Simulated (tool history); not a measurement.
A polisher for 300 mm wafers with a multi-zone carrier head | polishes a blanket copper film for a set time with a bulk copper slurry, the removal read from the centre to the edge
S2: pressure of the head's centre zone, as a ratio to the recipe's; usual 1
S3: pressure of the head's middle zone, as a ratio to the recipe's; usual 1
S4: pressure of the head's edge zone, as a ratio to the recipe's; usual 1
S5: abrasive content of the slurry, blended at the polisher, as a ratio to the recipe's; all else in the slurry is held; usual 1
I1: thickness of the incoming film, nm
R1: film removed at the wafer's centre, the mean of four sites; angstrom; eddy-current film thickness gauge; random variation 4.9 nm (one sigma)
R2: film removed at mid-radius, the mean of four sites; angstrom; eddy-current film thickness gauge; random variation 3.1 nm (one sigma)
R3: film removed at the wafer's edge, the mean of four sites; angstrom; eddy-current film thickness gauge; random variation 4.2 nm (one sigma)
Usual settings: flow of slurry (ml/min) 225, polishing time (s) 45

run 1 hour=0 | flow_of_slurry_(ml/min)=225 S2=1 S3=1 S4=1 S5=1 polishing_time_(s)=45 | I1=2178.2 | R1=4367 R2=4480 R3=4516
run 2 hour=101.5 | flow_of_slurry_(ml/min)=225 S2=0.92 S3=1 S4=1 S5=1 polishing_time_(s)=45 | I1=2220.3 | R1=4273 R2=4378 R3=4465
run 3 hour=401.1 | flow_of_slurry_(ml/min)=225 S2=1.05 S3=1 S4=0.96 S5=1.25 polishing_time_(s)=39 | I1=2174.2 | R1=4187 R2=4025 R3=4014
-- hour=444.6 worn pad replaced by a new one
run 4 hour=445.1 | flow_of_slurry_(ml/min)=265 S2=1.08 S3=0.95 S4=1 S5=1 polishing_time_(s)=45 | I1=2220.6 | R1=4875 R2=4529 R3=4786
run 5 hour=493.2 | flow_of_slurry_(ml/min)=225 S2=1 S3=1 S4=1.05 S5=1 polishing_time_(s)=45 | I1=2168.5 | R1=4630 R2=4608 R3=4711
-- hour=494.6 slurry nozzle cleaned
-- hour=521.2 centre zone pressure recalibrated
run 6 hour=563.2 | flow_of_slurry_(ml/min)=225 S2=0.96 S3=0.93 S4=1 S5=0.8 polishing_time_(s)=38 | I1=2176.5 | R1=3500 R2=3356 R3=3673
run 7 hour=640.6 | flow_of_slurry_(ml/min)=225 S2=1.07 S3=1 S4=1 S5=0.9 polishing_time_(s)=32 | I1=2224.7 | R1=3264 R2=3109 R3=3102
run 8 hour=741.6 | flow_of_slurry_(ml/min)=225 S2=1.1 S3=0.94 S4=1 S5=1.15 polishing_time_(s)=45 | I1=2226 | R1=4942 R2=4346 R3=4619
run 9 hour=822.8 | flow_of_slurry_(ml/min)=225 S2=1 S3=1.11 S4=1 S5=1 polishing_time_(s)=55 | I1=2187.3 | R1=5478 R2=5918 R3=5416
run 10 hour=883.7 | flow_of_slurry_(ml/min)=265 S2=1 S3=1.07 S4=0.9 S5=0.85 polishing_time_(s)=45 | I1=2212 | R1=4306 R2=4498 R3=4057
run 11 hour=974.7 | flow_of_slurry_(ml/min)=225 S2=1 S3=1 S4=1.05 S5=1 polishing_time_(s)=45 | I1=2207.8 | R1=4417 R2=4364 R3=4477
-- hour=1068.6 carrier head's membrane replaced by a new one
run 12 hour=1069.1 | flow_of_slurry_(ml/min)=225 S2=1 S3=1 S4=1 S5=1 polishing_time_(s)=45 | I1=2191.1 | R1=4343 R2=4386 R3=4376
run 13 hour=1149.9 | flow_of_slurry_(ml/min)=225 S2=1.06 S3=1.11 S4=1 S5=1.15 polishing_time_(s)=45 | I1=2199.7 | R1=4668 R2=5001 R3=4523
-- hour=1189.8 worn pad replaced by a new one
-- hour=1195.7 slurry nozzle cleaned
run 14 hour=1228.3 | flow_of_slurry_(ml/min)=225 S2=1 S3=1 S4=1 S5=1 polishing_time_(s)=40 | I1=2229.3 | R1=4101 R2=4067 R3=4082
-- hour=1336.1 edge zone pressure recalibrated
-- hour=1473.7 centre zone pressure recalibrated
run 15 hour=1493.3 | flow_of_slurry_(ml/min)=225 S2=1 S3=1 S4=1 S5=1 polishing_time_(s)=45 | I1=2197 | R1=4402 R2=4429 R3=4465
run 16 hour=1592.8 | flow_of_slurry_(ml/min)=225 S2=1 S3=1 S4=1 S5=1 polishing_time_(s)=45 | I1=2193.1 | R1=4346 R2=4384 R3=4417
run 17 hour=1637.5 | flow_of_slurry_(ml/min)=225 S2=1 S3=1 S4=1 S5=1 polishing_time_(s)=45 | I1=2189.9 | R1=4417 R2=4387 R3=4446
run 18 hour=1673.8 | flow_of_slurry_(ml/min)=225 S2=1 S3=1.11 S4=1 S5=0.8 polishing_time_(s)=45 | I1=2177.7 | R1=4168 R2=4453 R3=4107
run 19 hour=1721 | flow_of_slurry_(ml/min)=225 S2=1 S3=0.93 S4=1 S5=1 polishing_time_(s)=32 | I1=2212.9 | R1=3137 R2=2934 R3=3106
run 20 hour=1788 | flow_of_slurry_(ml/min)=250 S2=1.07 S3=1.1 S4=0.95 S5=1 polishing_time_(s)=45 | I1=2199.7 | R1=4602 R2=4756 R3=4398
-- hour=1807.1 worn pad replaced by a new one
run 21 hour=1824.1 | flow_of_slurry_(ml/min)=160 S2=1 S3=1 S4=1 S5=1.15 polishing_time_(s)=45 | I1=2160.1 | R1=4649 R2=4662 R3=4817
-- hour=1940.5 slurry nozzle cleaned
run 22 hour=2114.9 | flow_of_slurry_(ml/min)=225 S2=1 S3=1.11 S4=1 S5=1 polishing_time_(s)=45 | I1=2184.9 | R1=4478 R2=4847 R3=4453

3 ways to go on from here, each from the tool as it stands after run 22. What would each give?
run A hour=2115.3 | flow_of_slurry_(ml/min)=225 S2=1 S3=1 S4=1 S5=1 polishing_time_(s)=45 | I1=2156.4 | R1=? R2=? R3=?
run B hour=2115.3 | flow_of_slurry_(ml/min)=225 S2=1.04 S3=1 S4=1 S5=1 polishing_time_(s)=45 | I1=2156.4 | R1=? R2=? R3=?
run C hour=2115.3 | flow_of_slurry_(ml/min)=300 S2=1 S3=1 S4=0.92 S5=0.8 polishing_time_(s)=45 | I1=2156.4 | R1=? R2=? R3=?

run=A R1=4573 R2=4448 R3=4521
run=B R1=4676 R2=4448 R3=4521
run=C R1=4398 R2=4268 R3=4147
Without the tool's hidden state the same runs would have given:
run=A R1=4791 R2=4660 R3=4736
run=B R1=4899 R2=4659 R3=4736
run=C R1=4607 R2=4471 R3=4344

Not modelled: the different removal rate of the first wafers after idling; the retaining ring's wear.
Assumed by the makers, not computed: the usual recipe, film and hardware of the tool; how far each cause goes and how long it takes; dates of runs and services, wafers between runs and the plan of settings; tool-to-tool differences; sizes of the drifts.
